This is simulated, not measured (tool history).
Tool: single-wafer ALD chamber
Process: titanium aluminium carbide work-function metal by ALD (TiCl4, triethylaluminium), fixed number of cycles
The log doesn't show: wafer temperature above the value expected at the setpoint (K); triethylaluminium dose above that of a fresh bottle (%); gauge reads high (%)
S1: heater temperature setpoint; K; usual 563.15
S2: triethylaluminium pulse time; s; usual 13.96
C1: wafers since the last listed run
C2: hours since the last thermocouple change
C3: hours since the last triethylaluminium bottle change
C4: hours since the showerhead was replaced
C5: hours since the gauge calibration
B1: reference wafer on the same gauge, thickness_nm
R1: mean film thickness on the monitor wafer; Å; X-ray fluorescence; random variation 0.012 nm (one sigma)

run 1 day=0.000 | S1=563.15 S2=13.96 | C1=0 C2=1229.4 C3=94.6 C4=3071.5 C5=1339.1 | B1=2.248 | R1=19.98
run 2 day=2.421 | S1=563.15 S2=18.09 | C1=633 C2=1287.5 C3=152.7 C4=3129.6 C5=1397.2 | B1=2.249 | R1=20.25
-- day=6.846 gauge calibrated
run 3 day=11.446 | S1=563.15 S2=18.09 | C1=2360 C2=1504.1 C3=369.3 C4=3346.2 C5=110.4 | B1=2.250 | R1=20.02
run 4 day=20.458 | S1=563.15 S2=18.09 | C1=2356 C2=1720.4 C3=585.6 C4=3562.5 C5=326.7 | B1=2.251 | R1=20.25
run 5 day=31.842 | S1=563.15 S2=13.96 | C1=2977 C2=1993.6 C3=858.8 C4=3835.7 C5=599.9 | B1=2.252 | R1=20.31
run 6 day=33.367 | S1=563.15 S2=13.96 | C1=398 C2=2030.2 C3=895.4 C4=3872.3 C5=636.5 | B1=2.248 | R1=20.01
run 7 day=34.917 | S1=563.15 S2=13.96 | C1=405 C2=2067.4 C3=932.6 C4=3909.5 C5=673.7 | B1=2.250 | R1=19.85
-- day=35.412 triethylaluminium bottle replaced
run 8 day=36.642 | S1=563.15 S2=13.96 | C1=363 C2=2108.8 C3=29.5 C4=3950.9 C5=715.1 | B1=2.251 | R1=20.23
run 9 day=39.517 | S1=563.15 S2=13.96 | C1=751 C2=2177.8 C3=98.5 C4=4019.9 C5=784.1 | B1=2.248 | R1=20.01
-- day=40.212 thermocouple changed; heater temperature recalibrated
run 10 day=48.533 | S1=563.15 S2=13.96 | C1=2270 C2=199.7 C3=314.9 C4=4236.3 C5=1000.5 | B1=2.249 | R1=20.06
run 11 day=50.412 | S1=563.15 S2=13.96 | C1=491 C2=244.8 C3=360.0 C4=4281.4 C5=1045.6 | B1=2.247 | R1=19.87
run 12 day=53.654 | S1=563.15 S2=13.96 | C1=847 C2=322.6 C3=437.8 C4=4359.2 C5=1123.4 | B1=2.251 | R1=20.21
-- day=55.162 gauge calibrated
run 13 day=55.171 | S1=563.15 S2=19.18 | C1=396 C2=359.0 C3=474.2 C4=4395.6 C5=0.2 | B1=2.248 | R1=20.21
run 14 day=57.642 | S1=563.15 S2=9.69 | C1=646 C2=418.3 C3=533.5 C4=4454.9 C5=59.5 | B1=2.246 | R1=19.39
run 15 day=61.958 | S1=563.15 S2=13.96 | C1=1128 C2=521.9 C3=637.1 C4=4558.5 C5=163.1 | B1=2.252 | R1=20.09
run 16 day=64.933 | S1=572.15 S2=19.26 | C1=778 C2=593.3 C3=708.5 C4=4629.9 C5=234.5 | B1=2.253 | R1=21.10
-- day=65.392 showerhead replaced
run 17 day=66.433 | S1=571.15 S2=18.30 | C1=305 C2=629.3 C3=744.5 C4=25.0 C5=270.5 | B1=2.247 | R1=20.99
run 18 day=69.292 | S1=563.15 S2=13.96 | C1=747 C2=697.9 C3=813.1 C4=93.6 C5=339.1 | B1=2.248 | R1=20.21
run 19 day=72.625 | S1=549.15 S2=18.59 | C1=871 C2=777.9 C3=893.1 C4=173.6 C5=419.1 | B1=2.251 | R1=18.62
-- day=75.125 triethylaluminium bottle replaced
run 20 day=76.921 | S1=563.15 S2=13.96 | C1=1036 C2=881.0 C3=43.1 C4=276.7 C5=522.2 | B1=2.250 | R1=20.13
run 21 day=79.788 | S1=573.15 S2=11.34 | C1=749 C2=949.8 C3=111.9 C4=345.5 C5=591.0 | B1=2.248 | R1=20.92
run 22 day=84.067 | S1=548.15 S2=13.96 | C1=1119 C2=1052.5 C3=214.6 C4=448.2 C5=693.7 | B1=2.249 | R1=18.57
run 23 day=85.621 | S1=563.15 S2=16.07 | C1=406 C2=1089.8 C3=251.9 C4=485.5 C5=731.0 | B1=2.247 | R1=20.09
run 24 day=88.504 | S1=567.15 S2=10.54 | C1=754 C2=1159.0 C3=321.1 C4=554.7 C5=800.2 | B1=2.252 | R1=20.20
run 25 day=90.325 | S1=567.15 S2=11.93 | C1=476 C2=1202.7 C3=364.8 C4=598.4 C5=843.9 | B1=2.251 | R1=20.38

The tool's hidden state at each run:
wafer temperature above the value expected at the setpoint (K): 0 in every run
triethylaluminium dose above that of a fresh bottle (%): 0 in every run
gauge reads high (%): 0 in every run
